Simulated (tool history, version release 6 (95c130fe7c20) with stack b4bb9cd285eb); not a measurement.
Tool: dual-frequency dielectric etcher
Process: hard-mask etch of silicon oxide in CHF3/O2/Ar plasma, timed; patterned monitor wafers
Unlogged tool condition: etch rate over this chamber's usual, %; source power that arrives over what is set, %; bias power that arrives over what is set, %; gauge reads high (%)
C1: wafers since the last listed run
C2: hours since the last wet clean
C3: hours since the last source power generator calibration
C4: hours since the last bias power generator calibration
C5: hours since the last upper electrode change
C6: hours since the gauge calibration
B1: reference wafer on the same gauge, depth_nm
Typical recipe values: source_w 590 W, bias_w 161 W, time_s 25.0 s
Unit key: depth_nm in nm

Run 1, day 0.000: usual settings; C1 0; C2 105.9; C3 2432.6; C4 2358.2; C5 2207.7; C6 774.1; B1 44.35. Result: depth_nm 50.77 nm.
Run 2, day 2.988: usual settings; C1 1489; C2 177.6; C3 2504.3; C4 2429.9; C5 2279.4; C6 845.8; B1 44.29. Result: depth_nm 51.09 nm.
Run 3, day 4.333: usual settings; C1 671; C2 209.9; C3 2536.6; C4 2462.2; C5 2311.7; C6 878.1; B1 44.30. Result: depth_nm 51.37 nm.
Run 4, day 5.558: usual settings; C1 610; C2 239.3; C3 2566.0; C4 2491.6; C5 2341.1; C6 907.5; B1 44.29. Result: depth_nm 51.62 nm.
Run 5, day 8.200: usual settings; C1 1317; C2 302.7; C3 2629.4; C4 2555.0; C5 2404.5; C6 970.9; B1 44.29. Result: depth_nm 50.86 nm.
Run 6, day 10.388: usual settings but source_w 540 W; C1 1090; C2 355.2; C3 2681.9; C4 2607.5; C5 2457.0; C6 1023.4; B1 44.36. Result: depth_nm 50.54 nm.
Run 7, day 12.692: usual settings but source_w 540 W; C1 1148; C2 410.5; C3 2737.2; C4 2662.8; C5 2512.3; C6 1078.7; B1 44.26. Result: depth_nm 51.23 nm.
Run 8, day 14.992: usual settings but source_w 510 W; C1 1146; C2 465.7; C3 2792.4; C4 2718.0; C5 2567.5; C6 1133.9; B1 44.30. Result: depth_nm 49.61 nm.
At day 17.729: wet clean of the chamber.
Run 9, day 17.921: usual settings but source_w 510 W; C1 961; C2 4.6; C3 2862.7; C4 2788.3; C5 2637.8; C6 1204.2; B1 44.24. Result: depth_nm 48.93 nm.
Run 10, day 19.946: usual settings; C1 1009; C2 53.2; C3 2911.3; C4 2836.9; C5 2686.4; C6 1252.8; B1 44.29. Result: depth_nm 51.11 nm.
Run 11, day 24.904: usual settings; C1 2472; C2 172.2; C3 3030.3; C4 2955.9; C5 2805.4; C6 1371.8; B1 44.20. Result: depth_nm 51.35 nm.
At day 26.421: gauge calibrated.
Run 12, day 27.600: usual settings; C1 1344; C2 236.9; C3 3095.0; C4 3020.6; C5 2870.1; C6 28.3; B1 44.32. Result: depth_nm 51.49 nm.
Run 13, day 29.733: usual settings; C1 1063; C2 288.1; C3 3146.2; C4 3071.8; C5 2921.3; C6 79.5; B1 44.25. Result: depth_nm 52.04 nm.
Run 14, day 30.850: usual settings but source_w 510 W; C1 556; C2 314.9; C3 3173.0; C4 3098.6; C5 2948.1; C6 106.3; B1 44.29. Result: depth_nm 50.42 nm.
Run 15, day 32.488: usual settings but source_w 470 W; C1 816; C2 354.2; C3 3212.3; C4 3137.9; C5 2987.4; C6 145.6; B1 44.24. Result: depth_nm 49.22 nm.
At day 34.475: upper electrode replaced, of another model than before.
Run 16, day 34.496: usual settings; C1 502; C2 402.4; C3 3260.5; C4 3186.1; C5 0.5; C6 193.8; B1 44.38. Result: depth_nm 52.98 nm.
Run 17, day 36.433: usual settings but source_w 450 W, bias_w 132 W, time_s 28.5 s; C1 965; C2 448.9; C3 3307.0; C4 3232.6; C5 47.0; C6 240.3; B1 44.34. Result: depth_nm 50.27 nm.
At day 37.117: bias power generator calibrated.
At day 38.829: wet clean of the chamber.
Run 18, day 39.354: usual settings but source_w 510 W, bias_w 122 W, time_s 20.0 s; C1 874; C2 12.6; C3 3377.1; C4 53.7; C5 117.1; C6 310.4; B1 44.30. Result: depth_nm 32.78 nm.
Run 19, day 41.754: usual settings but time_s 19.5 s; C1 1196; C2 70.2; C3 3434.7; C4 111.3; C5 174.7; C6 368.0; B1 44.33. Result: depth_nm 40.07 nm.
At day 42.346: source power generator calibrated.
Run 20, day 44.271: usual settings but source_w 720 W, bias_w 184 W, time_s 22.5 s; C1 1171; C2 130.6; C3 46.2; C4 171.7; C5 235.1; C6 428.4; B1 44.34. Result: depth_nm 52.94 nm.
Run 21, day 46.050: usual settings but source_w 730 W, bias_w 184 W, time_s 31.0 s; C1 887; C2 173.3; C3 88.9; C4 214.4; C5 277.8; C6 471.1; B1 44.20. Result: depth_nm 71.70 nm.
Run 22, day 47.275: usual settings but time_s 19.5 s; C1 610; C2 202.7; C3 118.3; C4 243.8; C5 307.2; C6 500.5; B1 44.38. Result: depth_nm 40.32 nm.

Predict the results of run 23:
Run 23, day 49.650: usual settings but source_w 530 W, bias_w 194 W, time_s 30.0 s; C1 1184; C2 259.7; C3 175.3; C4 300.8; C5 364.2; C6 557.5; B1 ?. Result: depth_nm ?.

Run 23 came out at B1 44.28, depth_nm 68.16 nm.
Minus the tool's unlogged condition, the same run would have read depth_nm 66.44 nm.

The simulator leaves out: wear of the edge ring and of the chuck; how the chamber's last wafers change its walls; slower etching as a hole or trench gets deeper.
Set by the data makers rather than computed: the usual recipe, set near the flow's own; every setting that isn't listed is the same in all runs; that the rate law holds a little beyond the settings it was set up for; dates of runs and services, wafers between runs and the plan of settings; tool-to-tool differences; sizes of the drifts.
